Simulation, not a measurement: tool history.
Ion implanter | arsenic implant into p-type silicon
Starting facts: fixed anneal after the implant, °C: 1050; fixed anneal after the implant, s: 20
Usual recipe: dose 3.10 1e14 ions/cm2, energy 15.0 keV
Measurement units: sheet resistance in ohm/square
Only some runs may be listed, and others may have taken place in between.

run   hour  dose  energy  read-back reference wafer on the same gauge, sheet resistance  sheet resistance
  1    0.0  3.10    15.0                                                         283.98            288.38
  2   26.8  3.75    15.0                                                         283.89            249.38
  3   41.0  3.77    15.0                                                         283.66            249.46
  4   71.5  3.77    15.0                                                         284.05            248.10
  5   85.5  3.36    15.0                                                         283.92            272.08
  6  104.3  3.36    15.0                                                         284.27            271.93
  7  128.4  3.36    15.0                                                         283.79            271.40
  8  166.3  3.10    15.0                                                         283.91            289.08
  9  193.0  3.10    15.0                                                         283.72            289.21
     213.7  -- Faraday cup replaced and dose calibrated
 10  214.2  3.10    15.0                                                         283.82            293.47
 11  246.4  3.10    15.0                                                         283.98            293.48
 12  260.6  3.10    15.0                                                         283.71            292.74
 13  293.2  3.10    15.0                                                         283.96            291.03
 14  317.4  3.10    15.0                                                         284.29            291.44
 15  331.8  2.58    12.5                                                         283.92            344.07
 16  347.5  3.38    15.0                                                         284.04            271.88
 17  369.9  3.66    13.5                                                         283.74            258.73
 18  387.3  3.10    15.0                                                         284.21            291.23
 19  420.8  3.10    15.0                                                         283.86            290.92
 20  441.7  2.82    10.0                                                         283.88            323.66
 21  465.3  2.42    19.5                                                         283.89            341.85
     469.9  -- gauge calibrated
     479.3  -- extraction supply calibrated
 22  479.8  2.32    18.5                                                         283.88            356.13
 23  511.2  2.75    12.0                                                         284.08            324.24
 24  537.1  3.78    13.0                                                         284.04            252.55
 25  563.8  3.10    15.0                                                         283.61            290.10
 26  584.1  3.10    15.0                                                         283.92            289.70
 27  606.7  3.60    19.5                                                         283.98            251.98
 28  629.7  4.00    20.0                                                         284.08            232.16
 29  657.6  2.65    20.0                                                         284.12            318.53

Alternative continuations, all from the tool just after run 29; predict every row:
  A  658.0  3.10    11.5                                                              ?                 ?
  B  658.0  3.37    15.0                                                              ?                 ?
  C  658.0  3.10    10.5                                                              ?                 ?

run  read-back reference wafer on the same gauge, sheet resistance  sheet resistance
  A                                                         283.77            294.35
  B                                                         283.77            270.22
  C                                                         283.77            296.09
Had the tool no hidden state, the same runs would have come out as:
run  sheet resistance
  A            298.80
  B            274.25
  C            300.59

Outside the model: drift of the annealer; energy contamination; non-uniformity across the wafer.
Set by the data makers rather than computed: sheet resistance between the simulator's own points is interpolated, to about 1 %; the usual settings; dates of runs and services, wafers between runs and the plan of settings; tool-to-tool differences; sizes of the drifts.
